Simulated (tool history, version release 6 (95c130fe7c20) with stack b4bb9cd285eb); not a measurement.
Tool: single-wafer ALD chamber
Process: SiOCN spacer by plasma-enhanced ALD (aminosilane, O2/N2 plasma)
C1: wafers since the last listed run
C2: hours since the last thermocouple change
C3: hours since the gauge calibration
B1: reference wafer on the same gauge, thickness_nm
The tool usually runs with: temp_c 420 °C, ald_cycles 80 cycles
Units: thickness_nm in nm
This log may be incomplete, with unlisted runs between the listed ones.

run 1 day=0.000 | temp_c=420 ald_cycles=80 | C1=0 C2=1197.1 C3=38.1 | B1=3.622 | thickness_nm=3.664
run 2 day=0.729 | temp_c=420 ald_cycles=80 | C1=52 C2=1214.6 C3=55.6 | B1=3.618 | thickness_nm=3.661
run 3 day=1.433 | temp_c=420 ald_cycles=80 | C1=50 C2=1231.5 C3=72.5 | B1=3.622 | thickness_nm=3.690
run 4 day=2.388 | temp_c=420 ald_cycles=80 | C1=68 C2=1254.4 C3=95.4 | B1=3.622 | thickness_nm=3.666
run 5 day=4.508 | temp_c=420 ald_cycles=80 | C1=152 C2=1305.3 C3=146.3 | B1=3.621 | thickness_nm=3.677
run 6 day=5.171 | temp_c=420 ald_cycles=80 | C1=47 C2=1321.2 C3=162.2 | B1=3.619 | thickness_nm=3.669
run 7 day=5.888 | temp_c=420 ald_cycles=80 | C1=51 C2=1338.4 C3=179.4 | B1=3.622 | thickness_nm=3.664
run 8 day=7.388 | temp_c=420 ald_cycles=88 | C1=108 C2=1374.4 C3=215.4 | B1=3.616 | thickness_nm=4.022
run 9 day=8.446 | temp_c=420 ald_cycles=88 | C1=76 C2=1399.8 C3=240.8 | B1=3.621 | thickness_nm=4.013
run 10 day=9.496 | temp_c=420 ald_cycles=80 | C1=75 C2=1425.0 C3=266.0 | B1=3.619 | thickness_nm=3.658
run 11 day=10.788 | temp_c=420 ald_cycles=80 | C1=93 C2=1456.0 C3=297.0 | B1=3.619 | thickness_nm=3.639
run 12 day=11.921 | temp_c=420 ald_cycles=80 | C1=81 C2=1483.2 C3=324.2 | B1=3.619 | thickness_nm=3.653
run 13 day=13.392 | temp_c=428 ald_cycles=75 | C1=106 C2=1518.5 C3=359.5 | B1=3.618 | thickness_nm=3.316
run 14 day=14.800 | temp_c=428 ald_cycles=75 | C1=101 C2=1552.3 C3=393.3 | B1=3.616 | thickness_nm=3.327
run 15 day=15.929 | temp_c=420 ald_cycles=80 | C1=81 C2=1579.4 C3=420.4 | B1=3.624 | thickness_nm=3.646
run 16 day=16.583 | temp_c=420 ald_cycles=80 | C1=47 C2=1595.1 C3=436.1 | B1=3.621 | thickness_nm=3.650
run 17 day=17.521 | temp_c=420 ald_cycles=80 | C1=67 C2=1617.6 C3=458.6 | B1=3.620 | thickness_nm=3.653
-- day=18.804 thermocouple changed; heater temperature recalibrated
run 18 day=20.788 | temp_c=420 ald_cycles=64 | C1=211 C2=47.6 C3=537.0 | B1=3.619 | thickness_nm=2.983
run 19 day=22.279 | temp_c=425 ald_cycles=71 | C1=107 C2=83.4 C3=572.8 | B1=3.618 | thickness_nm=3.246
run 20 day=23.258 | temp_c=420 ald_cycles=80 | C1=70 C2=106.9 C3=596.3 | B1=3.620 | thickness_nm=3.714
run 21 day=24.004 | temp_c=420 ald_cycles=80 | C1=53 C2=124.8 C3=614.2 | B1=3.617 | thickness_nm=3.718
run 22 day=25.388 | temp_c=420 ald_cycles=80 | C1=99 C2=158.0 C3=647.4 | B1=3.620 | thickness_nm=3.730
run 23 day=26.075 | temp_c=426 ald_cycles=88 | C1=49 C2=174.5 C3=663.9 | B1=3.616 | thickness_nm=3.998
-- day=27.254 gauge calibrated
run 24 day=27.429 | temp_c=411 ald_cycles=67 | C1=97 C2=207.0 C3=4.2 | B1=3.618 | thickness_nm=3.219
run 25 day=28.762 | temp_c=427 ald_cycles=69 | C1=96 C2=239.0 C3=36.2 | B1=3.621 | thickness_nm=3.113
run 26 day=29.312 | temp_c=409 ald_cycles=88 | C1=39 C2=252.2 C3=49.4 | B1=3.617 | thickness_nm=4.238
run 27 day=29.912 | temp_c=420 ald_cycles=80 | C1=43 C2=266.6 C3=63.8 | B1=3.619 | thickness_nm=3.706
run 28 day=30.833 | temp_c=427 ald_cycles=90 | C1=66 C2=288.7 C3=85.9 | B1=3.622 | thickness_nm=4.056
run 29 day=32.100 | temp_c=429 ald_cycles=80 | C1=91 C2=319.1 C3=116.3 | B1=3.621 | thickness_nm=3.594
run 30 day=32.925 | temp_c=420 ald_cycles=73 | C1=59 C2=338.9 C3=136.1 | B1=3.618 | thickness_nm=3.399
run 31 day=33.950 | temp_c=408 ald_cycles=88 | C1=73 C2=363.5 C3=160.7 | B1=3.619 | thickness_nm=4.254
run 32 day=35.396 | temp_c=413 ald_cycles=88 | C1=104 C2=398.2 C3=195.4 | B1=3.619 | thickness_nm=4.186
run 33 day=35.988 | temp_c=420 ald_cycles=93 | C1=42 C2=412.4 C3=209.6 | B1=3.620 | thickness_nm=4.319

The logged runs with the hidden state left out (each run's random variation unchanged):
Hidden state at play: wafer temperature above the value expected at the setpoint (K); gauge reads high (%).
run=1 thickness_nm=3.707
run=2 thickness_nm=3.706
run=3 thickness_nm=3.736
run=4 thickness_nm=3.713
run=5 thickness_nm=3.727
run=6 thickness_nm=3.719
run=7 thickness_nm=3.716
run=8 thickness_nm=4.082
run=9 thickness_nm=4.074
run=10 thickness_nm=3.716
run=11 thickness_nm=3.698
run=12 thickness_nm=3.714
run=13 thickness_nm=3.375
run=14 thickness_nm=3.389
run=15 thickness_nm=3.713
run=16 thickness_nm=3.718
run=17 thickness_nm=3.724
run=18 thickness_nm=2.978
run=19 thickness_nm=3.240
run=20 thickness_nm=3.708
run=21 thickness_nm=3.712
run=22 thickness_nm=3.724
run=23 thickness_nm=3.991
run=24 thickness_nm=3.214
run=25 thickness_nm=3.108
run=26 thickness_nm=4.232
run=27 thickness_nm=3.701
run=28 thickness_nm=4.051
run=29 thickness_nm=3.590
run=30 thickness_nm=3.396
run=31 thickness_nm=4.250
run=32 thickness_nm=4.183
run=33 thickness_nm=4.316
